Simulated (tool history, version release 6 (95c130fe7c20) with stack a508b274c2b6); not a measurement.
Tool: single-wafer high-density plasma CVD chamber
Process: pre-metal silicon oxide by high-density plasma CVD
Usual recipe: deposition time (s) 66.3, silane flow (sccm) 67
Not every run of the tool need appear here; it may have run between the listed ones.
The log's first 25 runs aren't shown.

run,hour,deposition time (s),silane flow (sccm),"read-back reference wafer on the same gauge, thickness_nm",mean film thickness on the monitor wafer (angstrom)
26,602.1,61.3,55,545.67,3472.53
27,620.8,62,58,546.204,3707.69
28,635.8,73.5,71,545.213,5358.84
29,664.6,76.7,74,545.282,5798.3
30,759.2,66.3,61,545.274,4154.19
31,789.1,75,57,544.808,4404.23
32,820,78.7,55,545.03,4428.42
33,846.3,66.3,67,545.269,4583.01
34,872.1,69.9,60,545.272,4316.4
35,903.5,66.3,67,544.943,4523.15
36,935.2,53.2,78,545.138,4253.23
37,948,73.8,60,545.103,4552.61
38,972.5,61.5,67,545.152,4243.65
39,1004.3,53.3,80,543.983,4372.79
40,1019.5,66.3,67,544.921,4549.5
41,1035.4,66.3,76,544.283,5184.53
# hour 1053.8: gauge calibrated
42,1064.5,66.3,80,545.285,5420.6
43,1092.2,56.8,67,545.219,3887.8
44,1120.3,66.3,54,545.556,3661.88

Predict each of these 5 candidate next runs independently; none follows another, all start after run 44:
A,1120.7,66.3,63,?,?
B,1120.7,54.2,55,?,?
C,1120.7,66.3,79,?,?
D,1120.7,60.9,54,?,?
E,1120.7,66.3,73,?,?

run,"read-back reference wafer on the same gauge, thickness_nm",mean film thickness on the monitor wafer (angstrom)
A,545.578,4275.39
B,545.578,3051.29
C,545.578,5361.21
D,545.578,3366.15
E,545.578,4954.03
What these runs would have given with no unlogged condition in the tool:
run,mean film thickness on the monitor wafer (angstrom)
A,4278.33
B,3053.39
C,5364.89
D,3368.46
E,4957.43
